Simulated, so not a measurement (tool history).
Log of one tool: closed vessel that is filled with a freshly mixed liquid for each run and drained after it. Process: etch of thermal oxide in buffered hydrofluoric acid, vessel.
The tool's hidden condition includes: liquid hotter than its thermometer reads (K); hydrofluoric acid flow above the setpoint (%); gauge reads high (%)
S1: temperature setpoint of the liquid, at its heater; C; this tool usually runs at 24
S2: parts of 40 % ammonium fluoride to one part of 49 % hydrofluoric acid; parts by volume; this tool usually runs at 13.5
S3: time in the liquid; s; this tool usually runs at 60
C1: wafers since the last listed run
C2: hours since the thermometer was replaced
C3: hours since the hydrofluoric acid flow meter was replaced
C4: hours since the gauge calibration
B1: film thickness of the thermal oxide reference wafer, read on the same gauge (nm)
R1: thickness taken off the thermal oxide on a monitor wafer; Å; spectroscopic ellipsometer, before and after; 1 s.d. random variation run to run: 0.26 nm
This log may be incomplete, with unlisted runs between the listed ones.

| run | hour | S1 | S2 | S3 | C1 | C2 | C3 | C4 | B1 | R1 |
|---|---|---|---|---|---|---|---|---|---|---|
| 1 | 0 | 24 | 13.5 | 45 | 0 | 1237.8 | 509.3 | 1662.1 | 129.99 | 365.2 |
| 2 | 41.2 | 24 | 13.5 | 40 | 4965 | 1279 | 550.5 | 1703.3 | 129.99 | 328.8 |
| 3 | 126.5 | 24 | 13.5 | 60 | 10280 | 1364.3 | 635.8 | 1788.6 | 129.99 | 489.3 |
|  | 126.9 | gauge calibrated |
| 4 | 173.5 | 24 | 13.5 | 60 | 5664 | 1411.3 | 682.8 | 46.6 | 130.04 | 493.2 |
| 5 | 239.8 | 24 | 13.5 | 60 | 7990 | 1477.6 | 749.1 | 112.9 | 130.05 | 494.9 |
|  | 278.8 | hydrofluoric acid flow meter replaced |
| 6 | 407.1 | 22.5 | 13.5 | 60 | 20043 | 1644.9 | 128.3 | 280.2 | 130.02 | 453.5 |
| 7 | 473.6 | 22.5 | 13.5 | 60 | 8014 | 1711.4 | 194.8 | 346.7 | 129.98 | 456.8 |
| 8 | 507 | 22.5 | 13.5 | 60 | 4025 | 1744.8 | 228.2 | 380.1 | 129.96 | 453.4 |
| 9 | 571.2 | 24 | 13.5 | 60 | 7737 | 1809 | 292.4 | 444.3 | 130 | 489.9 |
| 10 | 635.1 | 24 | 13.5 | 60 | 7701 | 1872.9 | 356.3 | 508.2 | 130.03 | 494.4 |
| 11 | 659.2 | 29 | 10 | 40 | 2904 | 1897 | 380.4 | 532.3 | 129.98 | 571.1 |
| 12 | 724.7 | 19 | 13.5 | 60 | 7894 | 1962.5 | 445.9 | 597.8 | 130.01 | 374 |
| 13 | 786.2 | 24 | 13.5 | 60 | 7412 | 2024 | 507.4 | 659.3 | 130 | 499.8 |
| 14 | 821.9 | 24 | 13.5 | 60 | 4302 | 2059.7 | 543.1 | 695 | 129.98 | 492.1 |
| 15 | 868.7 | 20 | 18.5 | 90 | 5640 | 2106.5 | 589.9 | 741.8 | 130 | 433.4 |
| 16 | 906 | 27 | 8.5 | 30 | 4495 | 2143.8 | 627.2 | 779.1 | 130 | 440 |
|  | 916.6 | thermometer replaced |
| 17 | 947.5 | 24 | 15.5 | 70 | 4881 | 30.9 | 668.7 | 820.6 | 129.99 | 503.1 |
|  | 1002.2 | hydrofluoric acid flow meter replaced |
| 18 | 1007.5 | 28 | 13.5 | 60 | 7111 | 90.9 | 5.3 | 880.6 | 130.04 | 611.4 |
| 19 | 1031.9 | 24 | 9 | 85 | 2940 | 115.3 | 29.7 | 905 | 130.04 | 990.2 |
| 20 | 1081.8 | 24 | 13.5 | 85 | 6014 | 165.2 | 79.6 | 954.9 | 130.02 | 696.7 |
| 21 | 1118.8 | 26 | 13.5 | 70 | 4459 | 202.2 | 116.6 | 991.9 | 130.02 | 640 |
| 22 | 1187.5 | 28.5 | 13.5 | 60 | 8280 | 270.9 | 185.3 | 1060.6 | 129.98 | 629.9 |
| 23 | 1212.8 | 26 | 12 | 85 | 3049 | 296.2 | 210.6 | 1085.9 | 129.99 | 871.1 |
| 24 | 1268.8 | 24 | 13.5 | 60 | 6749 | 352.2 | 266.6 | 1141.9 | 130.02 | 493.7 |
| 25 | 1299.2 | 24 | 13.5 | 60 | 3663 | 382.6 | 297 | 1172.3 | 130.03 | 499.9 |
| 26 | 1364.4 | 24 | 13.5 | 60 | 7858 | 447.8 | 362.2 | 1237.5 | 130.03 | 490.9 |
| 27 | 1458.6 | 20 | 15.5 | 50 | 11353 | 542 | 456.4 | 1331.7 | 130.03 | 286.7 |
|  | 1570.3 | gauge calibrated |
| 28 | 1614.7 | 28.5 | 17 | 60 | 18814 | 698.1 | 612.5 | 44.4 | 129.99 | 500.6 |
| 29 | 1641.2 | 24 | 16 | 60 | 3193 | 724.6 | 639 | 70.9 | 129.97 | 421.1 |
| 30 | 1708.2 | 24 | 13.5 | 60 | 8075 | 791.6 | 706 | 137.9 | 130.03 | 495.1 |
| 31 | 1741.7 | 24 | 13.5 | 60 | 4037 | 825.1 | 739.5 | 171.4 | 130.02 | 493.8 |
| 32 | 1768.4 | 20 | 13.5 | 60 | 3218 | 851.8 | 766.2 | 198.1 | 130 | 390.7 |

What if the next run were any one of these 5? Each begins from the tool's condition after run 32:
| A | 1769.1 | 24 | 9 | 60 | 84 | 852.5 | 766.9 | 198.8 | ? | ? |
| B | 1769.1 | 20.5 | 9 | 90 | 84 | 852.5 | 766.9 | 198.8 | ? | ? |
| C | 1769.1 | 24 | 13.5 | 75 | 84 | 852.5 | 766.9 | 198.8 | ? | ? |
| D | 1769.1 | 24 | 16.5 | 95 | 84 | 852.5 | 766.9 | 198.8 | ? | ? |
| E | 1769.1 | 21 | 19 | 95 | 84 | 852.5 | 766.9 | 198.8 | ? | ? |

| run | B1 | R1 |
|---|---|---|
| A | 130.07 | 704.2 |
| B | 130.07 | 871 |
| C | 130.07 | 614.6 |
| D | 130.07 | 639.2 |
| E | 130.07 | 471.3 |
Take away the tool's hidden state, keep each run's random variation, and the runs would have read:
| run | R1 |
|---|---|
| A | 704.2 |
| B | 871 |
| C | 614.6 |
| D | 639.2 |
| E | 471.3 |
